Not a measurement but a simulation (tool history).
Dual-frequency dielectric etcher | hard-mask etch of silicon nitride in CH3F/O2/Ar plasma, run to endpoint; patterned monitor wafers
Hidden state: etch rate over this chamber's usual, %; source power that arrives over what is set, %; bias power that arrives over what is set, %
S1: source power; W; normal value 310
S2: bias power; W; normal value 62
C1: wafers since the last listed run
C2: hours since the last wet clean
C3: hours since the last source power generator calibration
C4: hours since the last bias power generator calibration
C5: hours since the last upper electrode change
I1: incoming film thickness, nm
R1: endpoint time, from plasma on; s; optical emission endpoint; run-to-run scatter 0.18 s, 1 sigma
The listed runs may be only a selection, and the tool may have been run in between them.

run   hour   S1  S2   C1     C2      C3      C4      C5     I1    R1
  1    0.0  310  62    0  203.6  2347.3  3123.5  3500.5  32.81  59.8
  2   16.1  310  62  173  219.7  2363.4  3139.6  3516.6  33.26  60.8
  3   22.4  310  62   68  226.0  2369.7  3145.9  3522.9  32.69  59.8
  4   35.2  260  69  138  238.8  2382.5  3158.7  3535.7  33.08  65.4
  5   44.0  310  49   95  247.6  2391.3  3167.5  3544.5  32.74  64.8
  6   58.1  310  70  152  261.7  2405.4  3181.6  3558.6  33.00  58.2
  7   74.9  310  70  181  278.5  2422.2  3198.4  3575.4  32.86  57.5
      82.2  -- source power generator calibrated
  8   82.7  310  70   41  286.3     0.5  3206.2  3583.2  32.99  58.2
  9   97.7  310  62  162  301.3    15.5  3221.2  3598.2  33.13  60.8
 10  106.9  310  72   99  310.5    24.7  3230.4  3607.4  32.81  57.4
 11  116.1  310  62   99  319.7    33.9  3239.6  3616.6  32.77  60.1
 12  131.2  310  62  163  334.8    49.0  3254.7  3631.7  32.64  60.1
 13  143.3  260  62  130  346.9    61.1  3266.8  3643.8  32.99  67.8
     177.8  -- bias power generator calibrated
 14  193.2  310  62  495  396.8   111.0    15.4  3693.7  33.23  61.4
     231.8  -- wet clean of the chamber
 15  232.3  310  62  163    0.5   150.1    54.5  3732.8  33.15  59.6
 16  232.6  310  62    3    0.8   150.4    54.8  3733.1  32.67  59.1
 17  235.3  290  57   29    3.5   153.1    57.5  3735.8  33.05  63.7
 18  248.7  350  50  144   16.9   166.5    70.9  3749.2  33.17  60.0
 19  257.6  260  56   96   25.8   175.4    79.8  3758.1  32.85  68.7
 20  269.6  250  75  129   37.8   187.4    91.8  3770.1  33.15  64.1
 21  278.7  310  55   98   46.9   196.5   100.9  3779.2  32.90  61.7
 22  289.2  240  62  113   57.4   207.0   111.4  3789.7  32.63  70.0
 23  305.6  380  62  177   73.8   223.4   127.8  3806.1  32.81  52.5
     329.8  -- upper electrode replaced
 24  330.3  330  62    7   98.5   248.1   152.5     0.5  32.53  56.6
 25  330.6  310  66    3   98.8   248.4   152.8     0.8  32.82  58.1
 26  343.8  260  62  142  112.0   261.6   166.0    14.0  33.12  67.1
 27  361.1  350  56  186  129.3   278.9   183.3    31.3  32.68  56.9
 28  381.8  260  73  223  150.0   299.6   204.0    52.0  32.99  63.4
 29  389.5  310  53   83  157.7   307.3   211.7    59.7  33.08  63.2
 30  406.9  370  62  188  175.1   324.7   229.1    77.1  32.95  53.8
 31  421.8  310  70  160  190.0   339.6   244.0    92.0  32.77  57.2
 32  439.2  310  62  188  207.4   357.0   261.4   109.4  32.65  59.0
 33  451.9  310  76  137  220.1   369.7   274.1   122.1  32.60  55.5
 34  504.5  360  49  568  272.7   422.3   326.7   174.7  32.99  59.5
 35  517.5  270  77  140  285.7   435.3   339.7   187.7  32.83  60.7

State the hidden condition of the tool at each of the runs:
source power that arrives over what is set, %: 0 on each run
bias power that arrives over what is set, %: 0 on each run
H1: etch rate over this chamber's usual, %
run       H1
  1    -1.31
  2     -1.4
  3    -1.43
  4     -1.5
  5    -1.55
  6    -1.63
  7    -1.72
  8    -1.76
  9    -1.85
 10     -1.9
 11    -1.95
 12    -2.03
 13     -2.1
 14    -2.37
 15    0.233
 16    0.232
 17    0.217
 18    0.143
 19   0.0937
 20   0.0275
 21  -0.0227
 22  -0.0807
 23   -0.171
 24   -0.307
 25   -0.309
 26   -0.382
 27   -0.477
 28   -0.592
 29   -0.634
 30    -0.73
 31   -0.812
 32   -0.908
 33   -0.978
 34    -1.27
 35    -1.34

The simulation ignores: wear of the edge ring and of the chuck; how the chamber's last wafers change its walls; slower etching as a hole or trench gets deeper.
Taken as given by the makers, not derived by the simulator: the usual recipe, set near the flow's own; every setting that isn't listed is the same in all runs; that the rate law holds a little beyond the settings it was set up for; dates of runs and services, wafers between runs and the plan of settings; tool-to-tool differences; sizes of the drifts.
